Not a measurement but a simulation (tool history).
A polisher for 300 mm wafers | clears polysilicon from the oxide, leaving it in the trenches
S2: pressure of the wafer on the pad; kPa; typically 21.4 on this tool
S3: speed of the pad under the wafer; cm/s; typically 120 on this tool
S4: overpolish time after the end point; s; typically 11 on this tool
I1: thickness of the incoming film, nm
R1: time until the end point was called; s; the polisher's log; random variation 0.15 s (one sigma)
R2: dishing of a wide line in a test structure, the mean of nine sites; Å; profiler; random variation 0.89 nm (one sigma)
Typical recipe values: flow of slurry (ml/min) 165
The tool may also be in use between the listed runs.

Run 1, hour 0: usual settings; I1 325.2. Result: R1 18.6 s, R2 542 Å.
Run 2, hour 94.9: usual settings; I1 332.4. Result: R1 19.1 s, R2 536 Å.
At hour 187.4: worn pad replaced by a new one.
At hour 243.6: slurry nozzle cleaned.
Run 3, hour 383.4: usual settings; I1 326.5. Result: R1 18.6 s, R2 539 Å.
Run 4, hour 441: usual settings; I1 330. Result: R1 18.9 s, R2 532 Å.
At hour 510.7: head pressure recalibrated.
Run 5, hour 540.9: usual settings but S3 134 cm/s, S4 7 s; I1 332.4. Result: R1 17.1 s, R2 505 Å.
At hour 568.8: worn pad replaced by a new one.
Run 6, hour 581.6: usual settings; I1 329.7. Result: R1 19.7 s, R2 523 Å.
Run 7, hour 655.2: usual settings; I1 330.9. Result: R1 20 s, R2 534 Å.
Run 8, hour 714.8: usual settings; I1 333.4. Result: R1 20.4 s, R2 547 Å.
Run 9, hour 769: usual settings but flow of slurry (ml/min) 125; I1 336.6. Result: R1 22.2 s, R2 520 Å.
Run 10, hour 837.4: usual settings but flow of slurry (ml/min) 125; I1 331.3. Result: R1 21.8 s, R2 538 Å.
At hour 860.5: slurry nozzle cleaned.
At hour 915.4: worn pad replaced by a new one, repeated, since the last time left the tool worse.
Run 11, hour 931.6: usual settings but flow of slurry (ml/min) 125; I1 329.4. Result: R1 18.9 s, R2 541 Å.
Run 12, hour 1029.7: usual settings; I1 326.1. Result: R1 18.3 s, R2 542 Å.

Forecast run 13:
Run 13, hour 1091.9: usual settings but flow of slurry (ml/min) 115, S2 24.1 kPa, S3 160 cm/s, S4 9 s; I1 325.9. Result: R1 ?, R2 ?.

{"run 13": {"R1": 13.5, "R2": 553}}
Without the tool's hidden state the same run would have given R1 13.2 s, R2 554 Å.
